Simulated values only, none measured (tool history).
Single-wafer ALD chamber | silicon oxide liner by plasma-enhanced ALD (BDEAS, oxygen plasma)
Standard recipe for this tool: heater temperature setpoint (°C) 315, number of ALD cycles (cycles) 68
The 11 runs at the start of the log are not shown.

run	hour	heater temperature setpoint (°C)	number of ALD cycles (cycles)	read-back reference wafer on the same gauge, thickness_nm	mean film thickness on the monitor wafer (angstrom)
12	600.9	315	58	6.558	51.36
13	627.2	315	58	6.552	51.08
14	659.5	315	73	6.548	64.6
15	710.8	315	73	6.539	64.28
16	761.3	315	73	6.533	64.47
17	791.2	315	68	6.533	59.6
18	823.4	319	76	6.532	66.44
19	849.1	315	68	6.525	59.73
20	873.8	325	63	6.522	54.37
21	937	300	56	6.517	50.55
22	1000	328	60	6.516	51.78
23	1070.7	300	75	6.512	67.48
24	1123.6	315	59	6.506	51.69
# hour 1141.5: thermocouple changed; heater temperature recalibrated
25	1194.2	330	57	6.508	48.96
# hour 1228.6: gauge calibrated
26	1252.2	301	57	6.663	52.4
27	1347.5	308	63	6.615	56.77
28	1396.8	315	68	6.601	60.58
29	1454.5	315	75	6.581	66.74
30	1481	328	68	6.572	59.16
31	1513.9	315	68	6.572	60.12
32	1561.7	323	61	6.56	53.14
33	1605.2	321	76	6.549	66.24

Each row is a separate what-if for the run after 33, all from the same tool condition, not one after another. Results?
A	1605.7	315	81	?	?
B	1605.7	309	81	?	?
C	1605.7	327	56	?	?
D	1605.7	302	81	?	?
E	1605.7	309	75	?	?

run	read-back reference wafer on the same gauge, thickness_nm	mean film thickness on the monitor wafer (angstrom)
A	6.544	71.55
B	6.544	72.24
C	6.544	48.52
D	6.544	73.04
E	6.544	66.89
Stripped of hidden state, with their random variation kept, the same runs would have yielded:
run	mean film thickness on the monitor wafer (angstrom)
A	72.99
B	73.69
C	49.49
D	74.51
E	68.23

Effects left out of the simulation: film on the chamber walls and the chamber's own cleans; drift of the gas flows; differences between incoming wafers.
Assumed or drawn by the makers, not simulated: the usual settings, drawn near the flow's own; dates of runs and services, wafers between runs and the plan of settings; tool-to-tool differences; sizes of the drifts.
